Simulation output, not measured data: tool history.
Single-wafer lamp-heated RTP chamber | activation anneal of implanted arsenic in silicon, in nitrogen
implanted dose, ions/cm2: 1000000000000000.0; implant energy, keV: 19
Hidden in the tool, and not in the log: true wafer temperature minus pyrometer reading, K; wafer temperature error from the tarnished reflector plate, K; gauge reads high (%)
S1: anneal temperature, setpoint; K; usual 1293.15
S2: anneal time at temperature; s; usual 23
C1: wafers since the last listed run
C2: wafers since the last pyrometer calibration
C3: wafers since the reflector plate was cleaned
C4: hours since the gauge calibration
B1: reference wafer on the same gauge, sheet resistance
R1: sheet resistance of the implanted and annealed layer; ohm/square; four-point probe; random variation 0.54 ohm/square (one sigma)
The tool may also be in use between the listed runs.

| run | day | S1 | S2 | C1 | C2 | C3 | C4 | B1 | R1 |
|---|---|---|---|---|---|---|---|---|---|
| 1 | 0 | 1293.15 | 23 | 0 | 7 | 7 | 555.5 | 113.07 | 140.27 |
| 2 | 0.75 | 1293.15 | 23 | 278 | 285 | 285 | 573.5 | 113.07 | 141.46 |
| 3 | 2.108 | 1293.15 | 23 | 504 | 790 | 790 | 606.1 | 112.95 | 140.52 |
| 4 | 3.512 | 1293.15 | 14 | 521 | 1311 | 1311 | 639.8 | 112.64 | 147.69 |
| 5 | 4.45 | 1293.15 | 14 | 348 | 1660 | 1660 | 662.3 | 112.51 | 146.94 |
| 6 | 7.754 | 1293.15 | 14 | 1227 | 2887 | 2887 | 741.6 | 112.12 | 145.74 |
| 7 | 8.867 | 1274.15 | 23 | 413 | 3300 | 3300 | 768.3 | 111.81 | 147.61 |
| 8 | 9.696 | 1274.15 | 23 | 307 | 3608 | 3608 | 788.2 | 111.64 | 145.23 |
|  | 12.038 | reflector plate cleaned |
| 9 | 14.062 | 1293.15 | 23 | 1498 | 5106 | 752 | 893 | 110.9 | 137.9 |
|  | 14.592 | gauge calibrated |
| 10 | 15.175 | 1293.15 | 23 | 413 | 5519 | 1165 | 14 | 115.22 | 143.55 |
| 11 | 15.862 | 1293.15 | 23 | 255 | 5775 | 1421 | 30.5 | 115.07 | 142.53 |
| 12 | 16.804 | 1311.15 | 23 | 349 | 6125 | 1770 | 53.1 | 115.2 | 137.95 |
| 13 | 18.112 | 1311.15 | 23 | 485 | 6611 | 2256 | 84.5 | 115.12 | 136.74 |
|  | 18.988 | pyrometer window cleaned and pyrometer calibrated |
| 14 | 19.008 | 1293.15 | 23 | 208 | 8 | 2465 | 106 | 115.24 | 143.12 |
| 15 | 19.975 | 1284.15 | 17 | 359 | 367 | 2824 | 129.2 | 115.11 | 149.88 |
| 16 | 20.662 | 1319.15 | 15 | 255 | 622 | 3080 | 145.7 | 115.16 | 141.25 |
| 17 | 21.808 | 1322.15 | 16 | 425 | 1048 | 3505 | 173.2 | 115.01 | 139.33 |
| 18 | 22.696 | 1276.15 | 23 | 329 | 1377 | 3835 | 194.5 | 115.03 | 149.86 |
| 19 | 23.2 | 1276.15 | 14 | 187 | 1565 | 4022 | 206.6 | 114.96 | 156.85 |
|  | 24.421 | reflector plate cleaned |
| 20 | 24.442 | 1293.15 | 23 | 337 | 1902 | 7 | 236.4 | 114.93 | 144.13 |
| 21 | 24.992 | 1293.15 | 23 | 204 | 2106 | 211 | 249.6 | 114.89 | 142.42 |
| 22 | 26.029 | 1267.15 | 26 | 385 | 2492 | 597 | 274.5 | 114.69 | 151.74 |
| 23 | 26.758 | 1276.15 | 14 | 270 | 2763 | 867 | 292 | 114.86 | 156.18 |
| 24 | 27.308 | 1272.15 | 28 | 204 | 2967 | 1072 | 305.2 | 114.77 | 148.61 |
| 25 | 28.633 | 1293.15 | 23 | 492 | 3459 | 1564 | 337 | 114.58 | 143.63 |
| 26 | 29.867 | 1305.15 | 33 | 458 | 3917 | 2022 | 366.6 | 114.47 | 135.28 |
| 27 | 30.521 | 1266.15 | 10 | 242 | 4160 | 2265 | 382.3 | 114.43 | 165.05 |
| 28 | 31.8 | 1266.15 | 31 | 475 | 4635 | 2740 | 413 | 114.45 | 148.29 |
| 29 | 32.454 | 1304.15 | 12 | 242 | 4878 | 2983 | 428.7 | 114.36 | 148.46 |
|  | 33.65 | pyrometer window cleaned and pyrometer calibrated |
| 30 | 33.671 | 1301.15 | 19 | 328 | 7 | 3311 | 457.9 | 114.22 | 141.99 |
|  | 35.183 | reflector plate cleaned |
| 31 | 35.204 | 1304.15 | 23 | 445 | 452 | 7 | 494.7 | 114.15 | 138.58 |
| 32 | 36.4 | 1265.15 | 13 | 444 | 896 | 451 | 523.4 | 113.86 | 160.45 |
| 33 | 37.333 | 1293.15 | 23 | 346 | 1243 | 798 | 545.8 | 113.92 | 141.9 |
| 34 | 38.8 | 1301.15 | 18 | 544 | 1788 | 1342 | 581 | 113.55 | 141.87 |
| 35 | 39.854 | 1284.15 | 17 | 391 | 2179 | 1734 | 606.3 | 113.54 | 148.03 |
| 36 | 41.142 | 1318.15 | 35 | 478 | 2658 | 2212 | 637.2 | 113.37 | 128.69 |
| 37 | 42.546 | 1323.15 | 14 | 521 | 3179 | 2734 | 670.9 | 113.11 | 138.22 |

The same runs without the tool's hidden state, with the same run-to-run variation:
| run | R1 |
|---|---|
| 1 | 142.56 |
| 2 | 143.88 |
| 3 | 143.15 |
| 4 | 150.71 |
| 5 | 150.11 |
| 6 | 149.55 |
| 7 | 151.71 |
| 8 | 149.46 |
| 9 | 142.92 |
| 10 | 143.32 |
| 11 | 142.31 |
| 12 | 137.75 |
| 13 | 136.56 |
| 14 | 142.95 |
| 15 | 149.74 |
| 16 | 141.14 |
| 17 | 139.27 |
| 18 | 149.84 |
| 19 | 156.86 |
| 20 | 144.21 |
| 21 | 142.54 |
| 22 | 151.94 |
| 23 | 156.45 |
| 24 | 148.91 |
| 25 | 144.04 |
| 26 | 135.77 |
| 27 | 165.73 |
| 28 | 149.05 |
| 29 | 149.3 |
| 30 | 142.93 |
| 31 | 139.7 |
| 32 | 161.93 |
| 33 | 143.34 |
| 34 | 143.53 |
| 35 | 149.94 |
| 36 | 130.55 |
| 37 | 140.47 |

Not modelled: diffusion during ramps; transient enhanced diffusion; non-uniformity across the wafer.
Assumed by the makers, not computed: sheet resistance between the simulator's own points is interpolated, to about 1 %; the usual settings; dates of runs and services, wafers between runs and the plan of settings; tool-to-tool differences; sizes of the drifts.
